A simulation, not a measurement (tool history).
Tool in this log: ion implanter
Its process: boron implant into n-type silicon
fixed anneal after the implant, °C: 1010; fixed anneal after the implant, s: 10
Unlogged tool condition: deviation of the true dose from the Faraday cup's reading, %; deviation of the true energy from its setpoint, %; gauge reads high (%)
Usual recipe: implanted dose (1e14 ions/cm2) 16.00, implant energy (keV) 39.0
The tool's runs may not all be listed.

| run | hour | implanted dose (1e14 ions/cm2) | implant energy (keV) | wafers since the last listed run | hours since the last dose calibration | hours since the extraction supply was calibrated | hours since the gauge calibration | read-back reference wafer on the same gauge, sheet resistance | sheet resistance of the implanted and annealed layer (ohm/square) |
|---|---|---|---|---|---|---|---|---|---|
| 1 | 0.0 | 16.00 | 42.5 | 0 | 646.3 | 2014.6 | 792.7 | 92.42 | 78.87 |
| 2 | 68.9 | 16.00 | 39.0 | 924 | 715.2 | 2083.5 | 861.6 | 92.53 | 79.62 |
| 3 | 128.9 | 16.00 | 39.0 | 805 | 775.2 | 2143.5 | 921.6 | 92.61 | 79.28 |
| 4 | 222.7 | 16.00 | 39.0 | 1258 | 869.0 | 2237.3 | 1015.4 | 92.49 | 79.13 |
| 5 | 260.4 | 16.00 | 39.0 | 505 | 906.7 | 2275.0 | 1053.1 | 92.48 | 79.03 |
|  | 291.0 | gauge calibrated |
| 6 | 352.3 | 16.00 | 46.5 | 1233 | 998.6 | 2366.9 | 61.3 | 92.50 | 78.13 |
| 7 | 395.3 | 16.00 | 46.5 | 576 | 1041.6 | 2409.9 | 104.3 | 92.59 | 77.94 |
| 8 | 467.8 | 16.00 | 39.0 | 972 | 1114.1 | 2482.4 | 176.8 | 92.46 | 79.18 |
| 9 | 571.2 | 16.00 | 39.0 | 1387 | 1217.5 | 2585.8 | 280.2 | 92.54 | 78.84 |
| 10 | 669.0 | 18.96 | 34.5 | 1312 | 1315.3 | 2683.6 | 378.0 | 92.54 | 70.15 |
|  | 685.4 | extraction supply calibrated |
| 11 | 760.4 | 18.96 | 34.5 | 1118 | 1406.7 | 75.0 | 469.4 | 92.50 | 70.13 |
| 12 | 820.7 | 16.00 | 39.0 | 809 | 1467.0 | 135.3 | 529.7 | 92.41 | 78.12 |
| 13 | 918.2 | 16.00 | 39.0 | 1308 | 1564.5 | 232.8 | 627.2 | 92.53 | 77.94 |
| 14 | 956.7 | 16.00 | 39.0 | 516 | 1603.0 | 271.3 | 665.7 | 92.43 | 78.00 |
|  | 996.5 | Faraday cup replaced and dose calibrated |
| 15 | 1058.8 | 14.10 | 50.0 | 1262 | 62.3 | 373.4 | 767.8 | 92.43 | 88.80 |
| 16 | 1111.5 | 13.29 | 32.0 | 707 | 115.0 | 426.1 | 820.5 | 92.56 | 94.98 |
| 17 | 1264.9 | 20.52 | 35.0 | 2058 | 268.4 | 579.5 | 973.9 | 92.60 | 68.32 |
| 18 | 1372.3 | 18.71 | 46.5 | 1441 | 375.8 | 686.9 | 1081.3 | 92.56 | 70.67 |
| 19 | 1455.8 | 17.81 | 45.5 | 1120 | 459.3 | 770.4 | 1164.8 | 92.56 | 73.27 |
|  | 1458.3 | gauge calibrated |
| 20 | 1555.0 | 16.00 | 39.0 | 1330 | 558.5 | 869.6 | 96.7 | 92.46 | 80.29 |
| 21 | 1654.2 | 13.70 | 52.5 | 1330 | 657.7 | 968.8 | 195.9 | 92.62 | 88.79 |
| 22 | 1706.4 | 16.00 | 39.0 | 700 | 709.9 | 1021.0 | 248.1 | 92.59 | 80.13 |
| 23 | 1755.6 | 16.00 | 39.0 | 660 | 759.1 | 1070.2 | 297.3 | 92.47 | 79.96 |
| 24 | 1795.2 | 20.01 | 50.5 | 531 | 798.7 | 1109.8 | 336.9 | 92.36 | 66.30 |
| 25 | 1846.1 | 17.91 | 39.0 | 682 | 849.6 | 1160.7 | 387.8 | 92.52 | 73.36 |
| 26 | 1946.7 | 19.69 | 31.0 | 1349 | 950.2 | 1261.3 | 488.4 | 92.42 | 70.70 |
| 27 | 2035.7 | 16.00 | 39.0 | 1194 | 1039.2 | 1350.3 | 577.4 | 92.64 | 79.50 |
| 28 | 2077.4 | 16.00 | 39.0 | 559 | 1080.9 | 1392.0 | 619.1 | 92.41 | 79.36 |
| 29 | 2136.5 | 12.58 | 30.0 | 792 | 1140.0 | 1451.1 | 678.2 | 92.47 | 97.17 |

For some of the steps in sheet resistance of the implanted and annealed layer (ohm/square) from one run to the next: how much would appear even if the tool had no hidden state, given the settings, what came in and random variation, and how much remains for the hidden state plus any gauge scatter that the measured result and the result without hidden state don't share?
Run 11 -> 12: implanted dose (1e14 ions/cm2) 18.96 -> 16.00, implant energy (keV) 34.5 -> 39.0. sheet resistance of the implanted and annealed layer (ohm/square) +7.99: hidden state -0.62, all else +8.61.
Run 14 -> 15: implanted dose (1e14 ions/cm2) 16.00 -> 14.10, implant energy (keV) 39.0 -> 50.0, Faraday cup replaced and dose calibrated. sheet resistance of the implanted and annealed layer (ohm/square) +10.80: hidden state +3.29, all else +7.51.
Run 16 -> 17: implanted dose (1e14 ions/cm2) 13.29 -> 20.52, implant energy (keV) 32.0 -> 35.0. sheet resistance of the implanted and annealed layer (ohm/square) -26.66: hidden state -0.27, all else -26.39.
Run 28 -> 29: implanted dose (1e14 ions/cm2) 16.00 -> 12.58, implant energy (keV) 39.0 -> 30.0. sheet resistance of the implanted and annealed layer (ohm/square) +17.81: hidden state -0.52, all else +18.33.
